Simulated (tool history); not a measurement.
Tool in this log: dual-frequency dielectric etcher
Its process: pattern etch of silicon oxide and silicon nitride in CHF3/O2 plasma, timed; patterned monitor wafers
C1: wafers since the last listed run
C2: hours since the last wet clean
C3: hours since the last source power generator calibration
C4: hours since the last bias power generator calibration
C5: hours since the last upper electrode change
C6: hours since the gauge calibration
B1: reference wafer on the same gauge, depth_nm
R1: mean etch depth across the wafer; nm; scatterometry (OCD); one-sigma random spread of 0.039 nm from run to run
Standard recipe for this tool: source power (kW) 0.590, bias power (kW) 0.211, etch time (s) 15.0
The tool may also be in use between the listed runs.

{"run": 1, "day": 0.0, "source power (kW)": 0.59, "bias power (kW)": 0.211, "etch time (s)": 15.0, "C1": 0, "C2": 135.9, "C3": 4143.2, "C4": 4154.7, "C5": 2995.3, "C6": 738.2, "B1": 26.21, "R1": 25.69}
{"run": 2, "day": 5.971, "source power (kW)": 0.59, "bias power (kW)": 0.211, "etch time (s)": 15.0, "C1": 2292, "C2": 279.2, "C3": 4286.5, "C4": 4298.0, "C5": 3138.6, "C6": 881.5, "B1": 26.19, "R1": 25.6}
{"day": 12.929, "done": "wet clean of the chamber"}
{"run": 3, "day": 13.325, "source power (kW)": 0.59, "bias power (kW)": 0.211, "etch time (s)": 15.0, "C1": 2439, "C2": 9.5, "C3": 4463.0, "C4": 4474.5, "C5": 3315.1, "C6": 1058.0, "B1": 26.21, "R1": 25.8}
{"run": 4, "day": 14.983, "source power (kW)": 0.59, "bias power (kW)": 0.211, "etch time (s)": 15.0, "C1": 636, "C2": 49.3, "C3": 4502.8, "C4": 4514.3, "C5": 3354.9, "C6": 1097.8, "B1": 26.18, "R1": 25.77}
{"run": 5, "day": 16.242, "source power (kW)": 0.59, "bias power (kW)": 0.211, "etch time (s)": 15.0, "C1": 483, "C2": 79.5, "C3": 4533.0, "C4": 4544.5, "C5": 3385.1, "C6": 1128.0, "B1": 26.18, "R1": 25.69}
{"run": 6, "day": 17.275, "source power (kW)": 0.59, "bias power (kW)": 0.211, "etch time (s)": 15.0, "C1": 396, "C2": 104.3, "C3": 4557.8, "C4": 4569.3, "C5": 3409.9, "C6": 1152.8, "B1": 26.19, "R1": 25.65}
{"day": 17.396, "done": "gauge calibrated"}
{"day": 18.954, "done": "upper electrode replaced"}
{"run": 7, "day": 19.55, "source power (kW)": 0.59, "bias power (kW)": 0.211, "etch time (s)": 15.0, "C1": 489, "C2": 158.9, "C3": 4612.4, "C4": 4623.9, "C5": 14.3, "C6": 51.7, "B1": 26.22, "R1": 25.7}
{"run": 8, "day": 24.292, "source power (kW)": 0.5, "bias power (kW)": 0.233, "etch time (s)": 14.0, "C1": 1820, "C2": 272.7, "C3": 4726.2, "C4": 4737.7, "C5": 128.1, "C6": 165.5, "B1": 26.21, "R1": 23.39}
{"day": 24.8, "done": "bias power generator calibrated"}
{"run": 9, "day": 26.179, "source power (kW)": 0.59, "bias power (kW)": 0.211, "etch time (s)": 15.0, "C1": 660, "C2": 318.0, "C3": 4771.5, "C4": 33.1, "C5": 173.4, "C6": 210.8, "B1": 26.22, "R1": 25.63}
{"day": 28.621, "done": "wet clean of the chamber"}
{"run": 10, "day": 28.642, "source power (kW)": 0.67, "bias power (kW)": 0.211, "etch time (s)": 15.0, "C1": 561, "C2": 0.5, "C3": 4830.6, "C4": 92.2, "C5": 232.5, "C6": 269.9, "B1": 26.22, "R1": 26.77}
{"day": 30.079, "done": "source power generator calibrated"}
{"run": 11, "day": 30.146, "source power (kW)": 0.59, "bias power (kW)": 0.211, "etch time (s)": 15.0, "C1": 513, "C2": 36.6, "C3": 1.6, "C4": 128.3, "C5": 268.6, "C6": 306.0, "B1": 26.21, "R1": 25.74}
{"run": 12, "day": 33.038, "source power (kW)": 0.59, "bias power (kW)": 0.211, "etch time (s)": 11.0, "C1": 1110, "C2": 106.0, "C3": 71.0, "C4": 197.7, "C5": 338.0, "C6": 375.4, "B1": 26.21, "R1": 18.86}
{"run": 13, "day": 34.962, "source power (kW)": 0.63, "bias power (kW)": 0.211, "etch time (s)": 18.0, "C1": 739, "C2": 152.2, "C3": 117.2, "C4": 243.9, "C5": 384.2, "C6": 421.6, "B1": 26.23, "R1": 31.43}
{"run": 14, "day": 37.804, "source power (kW)": 0.53, "bias power (kW)": 0.253, "etch time (s)": 11.5, "C1": 1090, "C2": 220.4, "C3": 185.4, "C4": 312.1, "C5": 452.4, "C6": 489.8, "B1": 26.19, "R1": 20.02}
{"run": 15, "day": 39.512, "source power (kW)": 0.59, "bias power (kW)": 0.166, "etch time (s)": 15.0, "C1": 655, "C2": 261.4, "C3": 226.4, "C4": 353.1, "C5": 493.4, "C6": 530.8, "B1": 26.21, "R1": 24.18}

Forecast each of these 5 alternatives for the next run:
{"run": "A", "day": 39.529, "source power (kW)": 0.59, "bias power (kW)": 0.247, "etch time (s)": 15.0, "C1": 6, "C2": 261.8, "C3": 226.8, "C4": 353.5, "C5": 493.8, "C6": 531.2, "B1": "?", "R1": "?"}
{"run": "B", "day": 39.529, "source power (kW)": 0.63, "bias power (kW)": 0.262, "etch time (s)": 17.0, "C1": 6, "C2": 261.8, "C3": 226.8, "C4": 353.5, "C5": 493.8, "C6": 531.2, "B1": "?", "R1": "?"}
{"run": "C", "day": 39.529, "source power (kW)": 0.48, "bias power (kW)": 0.258, "etch time (s)": 15.0, "C1": 6, "C2": 261.8, "C3": 226.8, "C4": 353.5, "C5": 493.8, "C6": 531.2, "B1": "?", "R1": "?"}
{"run": "D", "day": 39.529, "source power (kW)": 0.59, "bias power (kW)": 0.177, "etch time (s)": 15.0, "C1": 6, "C2": 261.8, "C3": 226.8, "C4": 353.5, "C5": 493.8, "C6": 531.2, "B1": "?", "R1": "?"}
{"run": "E", "day": 39.529, "source power (kW)": 0.48, "bias power (kW)": 0.173, "etch time (s)": 15.0, "C1": 6, "C2": 261.8, "C3": 226.8, "C4": 353.5, "C5": 493.8, "C6": 531.2, "B1": "?", "R1": "?"}

run=A B1=26.20 R1=26.78
run=B B1=26.20 R1=31.47
run=C B1=26.20 R1=25.50
run=D B1=26.20 R1=24.54
run=E B1=26.20 R1=22.94
Without the tool's hidden state the same runs would have given:
run=A R1=26.86
run=B R1=31.58
run=C R1=25.59
run=D R1=24.62
run=E R1=23.01
